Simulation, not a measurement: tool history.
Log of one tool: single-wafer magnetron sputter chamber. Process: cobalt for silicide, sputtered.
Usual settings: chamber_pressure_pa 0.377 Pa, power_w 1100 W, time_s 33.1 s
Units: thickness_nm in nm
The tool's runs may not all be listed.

run	day	chamber_pressure_pa	power_w	time_s	read-back reference wafer on the same gauge, thickness_nm	thickness_nm
1	0	0.377	1300	33.1	15.796	22.678
# day 0.233: gauge calibrated
2	1.433	0.377	1100	33.1	15.988	19.576
3	2.375	0.377	1100	33.1	15.998	19.552
4	3.808	0.377	1100	33.1	15.989	19.664
5	4.371	0.377	1100	33.1	16.017	19.675
6	5.354	0.377	1100	33.1	16.018	19.569
7	6.167	0.377	1100	33.1	15.956	19.638
# day 7.538: capacitance manometer re-zeroed and calibrated
# day 7.725: magnet pack replaced
8	7.746	0.377	1100	33.1	15.982	19.683
9	8.838	0.377	1100	33.1	15.966	19.521
# day 9.588: sputter target and shields replaced
10	10.008	0.377	1100	33.1	15.946	19.573
11	10.679	0.377	1100	33.1	15.953	19.539
12	11.967	0.377	1100	33.1	15.931	19.46
13	13.454	0.377	1100	33.1	15.9	19.503
14	14.1	0.377	1100	35.8	15.89	21.091
15	15.471	0.29	1100	28.3	15.874	17.148
16	16.675	0.511	1250	31.1	15.838	19.652
17	17.792	0.521	1300	29.7	15.827	19.408
18	18.638	0.235	1100	35.7	15.821	21.925
19	19.15	0.23	1200	27.1	15.803	18.087
20	20.496	0.377	1100	33.1	15.767	19.317
21	21.408	0.286	1100	26.5	15.744	15.95
22	21.967	0.377	1100	33.1	15.71	19.266
# day 22.65: gauge calibrated
23	23.1	0.465	1100	29.2	15.954	16.728
# day 23.75: sputter target and shields replaced
24	23.771	0.377	850	33.1	15.93	15.383
25	24.383	0.377	1100	33.1	15.946	19.532
26	25.404	0.319	900	39.3	15.969	19.648
27	26.217	0.311	1000	36.5	15.928	20.168
28	27.329	0.377	1100	33.1	15.919	19.557
29	28.15	0.377	1250	33.1	15.915	22.067
30	29.538	0.377	1150	28.9	15.9	17.695
31	30.438	0.241	850	28.5	15.898	13.858
32	31.871	0.377	1100	33.1	15.893	19.561
33	32.675	0.377	1050	37.1	15.897	20.832
34	33.571	0.377	1100	33.1	15.871	19.507
35	34.892	0.377	1200	39.4	15.836	25.103
36	36.029	0.377	1100	33.1	15.841	19.349

3 ways to go on from here, each from the tool as it stands after run 36. What would each give?
A	36.046	0.377	1100	26.8	?	?
B	36.046	0.307	1100	37.7	?	?
C	36.046	0.253	1250	26.7	?	?

run	read-back reference wafer on the same gauge, thickness_nm	thickness_nm
A	15.845	15.754
B	15.845	22.695
C	15.845	18.455
Without the tool's hidden state the same runs would have given:
run	thickness_nm
A	15.914
B	22.925
C	18.643
